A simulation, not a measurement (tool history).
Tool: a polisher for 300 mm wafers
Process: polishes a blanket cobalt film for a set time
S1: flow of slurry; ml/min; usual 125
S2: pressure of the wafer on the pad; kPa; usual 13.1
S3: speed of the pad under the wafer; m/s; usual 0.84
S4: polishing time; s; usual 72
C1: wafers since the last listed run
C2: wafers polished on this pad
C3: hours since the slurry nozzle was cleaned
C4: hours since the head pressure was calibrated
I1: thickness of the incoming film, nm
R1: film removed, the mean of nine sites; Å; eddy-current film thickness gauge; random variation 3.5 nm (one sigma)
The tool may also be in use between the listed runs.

run     day   S1    S2    S3  S4   C1    C2     C3     C4     I1    R1
  1   0.000  125  15.2  1.02  72    0   864  357.7  421.8  841.1  3164
  2   1.225  125  15.2  1.02  72  281  1146  387.1  451.2  848.5  3081
  3   1.796  125  15.2  1.02  72  131  1277  400.8  464.9  848.8  3046
      2.567  -- worn pad replaced by a new one
  4   3.054  125  11.7  0.84  72  251   111  431.0  495.1  830.4  2119
  5   4.388  125  13.1  0.84  72  306   418  463.0  527.1  834.9  2290
  6   5.846  125  13.1  0.84  62  335   754  498.0  562.1  836.7  1951
      8.596  -- worn pad replaced by a new one
  7   9.521  125  13.1  0.84  52  807   212  586.2  650.3  830.5  1733
  8  10.229  125  13.1  0.84  52  162   375  603.2  667.3  833.9  1679
     11.562  -- head pressure recalibrated
  9  12.988  125  13.1  0.84  52  615   991  669.4   34.2  841.7  1599
 10  14.138  125  13.1  0.84  72  264  1255  697.0   61.8  854.2  2211
     15.146  -- worn pad replaced by a new one
 11  15.167  125  13.1  0.84  72  198     4  721.7   86.5  853.7  2262
 12  18.117  125   9.0  1.10  50  678   683  792.5  157.3  843.5  1371
 13  18.833  125  13.1  0.70  72  164   848  809.7  174.5  847.3  1957
     19.654  -- slurry nozzle cleaned
 14  20.946  125  15.9  1.14  72  476  1324   31.0  225.2  841.0  3390
     21.325  -- worn pad replaced by a new one
 15  21.796  125  15.2  0.84  72  157   108   51.4  245.6  839.4  2762
 16  22.892  125  13.1  0.84  66  252   360   77.7  271.9  856.3  2152
 17  24.000  140  16.5  0.84  63  255   615  104.3  298.5  842.0  2642
 18  25.225  160  13.1  0.84  72  281   897  133.7  327.9  829.6  2419
 19  25.817   80  13.1  0.84  72  136  1033  147.9  342.1  830.9  1974
     28.275  -- worn pad replaced by a new one
 20  28.508  125  13.1  0.84  72  580    53  212.5  406.7  822.7  2395
 21  29.346   85  14.5  0.64  82  192   246  232.6  426.8  839.7  2117
 22  30.108  125  13.1  0.74  72  175   421  250.9  445.1  855.6  2097

Run 23 comes next. What will it give?
 23  31.446  125  13.1  0.84  72  307  729  283.0  477.2  831.5   ?

R1: 2277 Å
Without the tool's hidden state the same run would have given R1 2341 Å.

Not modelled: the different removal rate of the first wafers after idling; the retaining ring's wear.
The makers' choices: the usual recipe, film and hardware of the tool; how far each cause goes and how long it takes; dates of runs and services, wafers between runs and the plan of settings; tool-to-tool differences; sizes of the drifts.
